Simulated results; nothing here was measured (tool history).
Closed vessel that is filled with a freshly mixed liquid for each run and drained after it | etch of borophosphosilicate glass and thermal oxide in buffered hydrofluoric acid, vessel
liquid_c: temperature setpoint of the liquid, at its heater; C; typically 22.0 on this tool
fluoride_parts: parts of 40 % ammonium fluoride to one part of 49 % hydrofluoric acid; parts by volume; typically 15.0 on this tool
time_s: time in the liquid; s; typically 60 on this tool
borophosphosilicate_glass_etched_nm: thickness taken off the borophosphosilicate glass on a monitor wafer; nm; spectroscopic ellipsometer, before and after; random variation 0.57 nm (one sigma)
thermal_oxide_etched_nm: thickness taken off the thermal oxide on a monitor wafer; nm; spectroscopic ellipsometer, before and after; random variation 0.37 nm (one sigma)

run   hour  liquid_c  fluoride_parts  time_s  read-back film thickness of the borophosphosilicate glass reference wafer, read on the same gauge (nm)  read-back film thickness of the thermal oxide reference wafer, read on the same gauge (nm)  borophosphosilicate_glass_etched_nm  thermal_oxide_etched_nm
  1    0.0      22.0            15.0      60                                                                                                   40.86                                                                                       71.47                                92.92                    40.75
  2   27.0      22.0            15.0      75                                                                                                   40.88                                                                                       71.55                               116.16                    50.71
  3   61.4      22.0            15.0      75                                                                                                   40.95                                                                                       71.62                               116.40                    50.71
  4   74.3      22.0            15.0      75                                                                                                   40.92                                                                                       71.64                               115.97                    50.36
  5   92.2      22.0            15.0      35                                                                                                   40.97                                                                                       71.69                                54.36                    23.85
  6  117.7      20.0            15.0      60                                                                                                   41.01                                                                                       71.74                                83.79                    36.59
  7  141.8      22.0             9.5      60                                                                                                   41.01                                                                                       71.81                               143.60                    62.66
  8  175.5      23.5            15.0      30                                                                                                   41.12                                                                                       71.88                                50.25                    22.32
     182.9  -- hydrofluoric acid flow meter replaced
  9  202.1      19.0            20.5      30                                                                                                   41.18                                                                                       71.94                                29.62                    12.83
 10  236.3      22.0            15.0      75                                                                                                   41.16                                                                                       72.02                               117.22                    50.85
 11  261.5      22.0            15.0      75                                                                                                   41.23                                                                                       72.12                               118.28                    51.55
 12  293.8      24.0            20.5      75                                                                                                   41.24                                                                                       72.15                                97.08                    42.15
 13  328.2      25.0            12.5      60                                                                                                   41.31                                                                                       72.23                               130.99                    57.26
     355.3  -- thermometer replaced
 14  358.6      27.0            11.5      45                                                                                                   41.34                                                                                       72.32                               120.37                    52.43
 15  381.0      18.5            15.0      60                                                                                                   41.35                                                                                       72.37                                76.67                    33.36
 16  410.7      22.0            13.0      60                                                                                                   41.40                                                                                       72.46                               109.34                    47.55
 17  444.3      22.0            19.5      60                                                                                                   41.45                                                                                       72.53                                71.83                    31.77
     458.4  -- gauge calibrated
 18  548.4      22.0            10.0      40                                                                                                   40.16                                                                                       70.29                                91.73                    39.39
 19  562.6      18.5            10.0      50                                                                                                   40.19                                                                                       70.31                                93.44                    40.72
 20  595.2      22.0            15.0      60                                                                                                   40.17                                                                                       70.39                                90.53                    39.70
 21  618.8      22.0            15.0      60                                                                                                   40.27                                                                                       70.45                                90.88                    39.96
 22  643.7      24.5            19.5      40                                                                                                   40.28                                                                                       70.50                                53.70                    23.78
 23  664.8      22.0            10.0      40                                                                                                   40.32                                                                                       70.55                                90.70                    40.35
 24  699.2      22.0            15.0      60                                                                                                   40.34                                                                                       70.62                                91.30                    39.47

Per-run results on a tool with no hidden state, each run keeping its own random variation:
Hidden state present: liquid hotter than its thermometer reads (K); hydrofluoric acid flow above the setpoint (%); gauge reads high (%).
run  borophosphosilicate_glass_etched_nm  thermal_oxide_etched_nm
  1                                91.00                    39.91
  2                               113.65                    49.62
  3                               113.76                    49.56
  4                               113.29                    49.20
  5                                53.07                    23.29
  6                                81.74                    35.69
  7                               139.98                    61.08
  8                                48.93                    21.73
  9                                28.82                    12.49
 10                               113.91                    49.42
 11                               114.85                    50.06
 12                                94.16                    40.89
 13                               126.91                    55.48
 14                               116.51                    50.75
 15                                74.16                    32.27
 16                               105.65                    45.95
 17                                69.33                    30.67
 18                                91.37                    39.24
 19                                93.03                    40.55
 20                                90.04                    39.48
 21                                90.32                    39.71
 22                                53.32                    23.62
 23                                90.00                    40.04
 24                                90.48                    39.12
